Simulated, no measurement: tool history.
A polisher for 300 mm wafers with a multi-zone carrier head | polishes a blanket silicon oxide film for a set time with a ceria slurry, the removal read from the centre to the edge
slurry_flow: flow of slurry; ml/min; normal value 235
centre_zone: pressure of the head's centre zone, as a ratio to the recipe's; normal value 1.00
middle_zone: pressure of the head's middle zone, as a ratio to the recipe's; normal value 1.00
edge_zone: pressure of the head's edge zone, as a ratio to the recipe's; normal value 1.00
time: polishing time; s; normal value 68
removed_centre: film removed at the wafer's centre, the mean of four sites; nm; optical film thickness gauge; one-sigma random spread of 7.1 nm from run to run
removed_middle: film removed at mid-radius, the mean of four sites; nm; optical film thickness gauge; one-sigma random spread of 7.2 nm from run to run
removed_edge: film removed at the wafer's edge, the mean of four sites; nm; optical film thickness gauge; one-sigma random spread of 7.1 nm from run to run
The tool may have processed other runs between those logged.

| run | hour | slurry_flow | centre_zone | middle_zone | edge_zone | time | wafers since the last listed run | wafers polished on this pad | hours since the slurry nozzle was cleaned | hours since the centre zone pressure was calibrated | hours since the edge zone pressure was calibrated | hours since the carrier head's membrane was replaced | incoming thickness of the incoming film, nm | removed_centre | removed_middle | removed_edge |
|---|---|---|---|---|---|---|---|---|---|---|---|---|---|---|---|---|
| 1 | 0.0 | 235 | 1.00 | 0.90 | 0.96 | 46 | 0 | 45 | 198.3 | 101.0 | 169.3 | 11.5 | 1459.6 | 324.3 | 314.3 | 341.7 |
| 2 | 19.0 | 235 | 1.00 | 1.00 | 0.95 | 68 | 108 | 154 | 217.3 | 120.0 | 188.3 | 30.5 | 1471.1 | 493.1 | 488.1 | 499.2 |
| 3 | 50.3 | 235 | 1.00 | 1.00 | 1.09 | 87 | 179 | 333 | 248.6 | 151.3 | 219.6 | 61.8 | 1443.5 | 620.6 | 646.7 | 668.5 |
| 4 | 64.0 | 235 | 1.00 | 1.00 | 1.00 | 86 | 78 | 411 | 262.3 | 165.0 | 233.3 | 75.5 | 1467.4 | 631.4 | 632.2 | 639.6 |
| 5 | 94.7 | 235 | 0.94 | 1.00 | 1.00 | 78 | 175 | 587 | 293.0 | 195.7 | 264.0 | 106.2 | 1491.2 | 518.0 | 574.4 | 585.9 |
| 6 | 120.1 | 235 | 0.92 | 1.00 | 1.00 | 68 | 145 | 732 | 318.4 | 221.1 | 289.4 | 131.6 | 1489.4 | 456.1 | 499.1 | 519.1 |
| 7 | 134.0 | 200 | 0.89 | 1.00 | 1.00 | 68 | 79 | 812 | 332.3 | 235.0 | 303.3 | 145.5 | 1450.6 | 425.8 | 495.3 | 521.4 |
| 8 | 146.9 | 235 | 1.00 | 1.00 | 0.96 | 68 | 73 | 886 | 345.2 | 247.9 | 316.2 | 158.4 | 1487.3 | 484.5 | 490.9 | 504.3 |
| 9 | 165.4 | 235 | 0.97 | 1.00 | 0.93 | 68 | 105 | 991 | 363.7 | 266.4 | 334.7 | 176.9 | 1473.4 | 472.8 | 487.4 | 502.8 |
|  | 184.8 | worn pad replaced by a new one |
| 10 | 189.2 | 235 | 1.00 | 1.00 | 1.00 | 68 | 113 | 25 | 387.5 | 290.2 | 358.5 | 200.7 | 1455.9 | 479.2 | 504.3 | 504.1 |
| 11 | 215.0 | 280 | 1.00 | 1.00 | 1.00 | 68 | 147 | 172 | 413.3 | 316.0 | 384.3 | 226.5 | 1477.9 | 485.0 | 500.5 | 515.7 |
| 12 | 244.0 | 175 | 0.91 | 1.00 | 1.10 | 79 | 165 | 338 | 442.3 | 345.0 | 413.3 | 255.5 | 1497.9 | 497.4 | 571.9 | 596.0 |
| 13 | 264.4 | 190 | 1.00 | 1.04 | 1.00 | 68 | 116 | 455 | 462.7 | 365.4 | 433.7 | 275.9 | 1487.7 | 460.7 | 496.9 | 492.3 |
| 14 | 290.6 | 275 | 1.00 | 1.00 | 1.00 | 79 | 149 | 605 | 488.9 | 391.6 | 459.9 | 302.1 | 1476.9 | 567.4 | 567.4 | 581.3 |
| 15 | 303.3 | 235 | 1.00 | 1.00 | 1.00 | 90 | 72 | 678 | 501.6 | 404.3 | 472.6 | 314.8 | 1488.9 | 635.7 | 659.5 | 663.2 |
| 16 | 328.9 | 235 | 1.00 | 1.00 | 1.00 | 68 | 146 | 824 | 527.2 | 429.9 | 498.2 | 340.4 | 1484.3 | 462.1 | 485.2 | 500.9 |
|  | 391.7 | worn pad replaced by a new one |
| 17 | 392.2 | 235 | 1.00 | 1.00 | 1.00 | 86 | 339 | 2 | 590.5 | 493.2 | 561.5 | 403.7 | 1444.0 | 592.2 | 600.4 | 626.3 |
| 18 | 417.3 | 235 | 0.92 | 1.00 | 0.93 | 68 | 143 | 146 | 615.6 | 518.3 | 586.6 | 428.8 | 1478.1 | 435.1 | 485.1 | 483.8 |
| 19 | 442.5 | 235 | 1.00 | 1.00 | 1.00 | 68 | 144 | 290 | 640.8 | 543.5 | 611.8 | 454.0 | 1475.3 | 470.9 | 478.3 | 488.4 |
|  | 448.2 | slurry nozzle cleaned |
| 20 | 455.1 | 195 | 1.00 | 1.09 | 1.00 | 55 | 66 | 356 | 6.9 | 556.1 | 624.4 | 466.6 | 1453.7 | 383.3 | 421.1 | 405.8 |
| 21 | 490.8 | 295 | 1.00 | 1.00 | 1.00 | 59 | 204 | 560 | 42.6 | 591.8 | 660.1 | 502.3 | 1474.9 | 437.6 | 440.2 | 448.2 |

Alternative continuations, all from the tool just after run 21; predict every row:
| A | 491.2 | 235 | 1.00 | 1.00 | 1.00 | 68 | 2 | 563 | 43.0 | 592.2 | 660.5 | 502.7 | 1461.8 | ? | ? | ? |
| B | 491.2 | 235 | 1.08 | 1.09 | 1.08 | 68 | 2 | 563 | 43.0 | 592.2 | 660.5 | 502.7 | 1461.8 | ? | ? | ? |
| C | 491.2 | 235 | 0.96 | 0.92 | 0.88 | 59 | 2 | 563 | 43.0 | 592.2 | 660.5 | 502.7 | 1461.8 | ? | ? | ? |
| D | 491.2 | 235 | 1.05 | 1.00 | 1.00 | 89 | 2 | 563 | 43.0 | 592.2 | 660.5 | 502.7 | 1461.8 | ? | ? | ? |
| E | 491.2 | 235 | 0.96 | 1.00 | 1.05 | 68 | 2 | 563 | 43.0 | 592.2 | 660.5 | 502.7 | 1461.8 | ? | ? | ? |

| run | removed_centre | removed_middle | removed_edge |
|---|---|---|---|
| A | 486.9 | 500.7 | 509.4 |
| B | 526.5 | 531.5 | 523.1 |
| C | 405.3 | 410.7 | 423.8 |
| D | 669.4 | 655.2 | 666.7 |
| E | 467.3 | 500.8 | 518.3 |
Take away the tool's hidden state, keep each run's random variation, and the runs would have read:
| run | removed_centre | removed_middle | removed_edge |
|---|---|---|---|
| A | 488.9 | 502.6 | 510.9 |
| B | 528.6 | 533.5 | 524.6 |
| C | 406.9 | 412.2 | 425.0 |
| D | 672.2 | 657.6 | 668.6 |
| E | 469.2 | 502.7 | 519.8 |
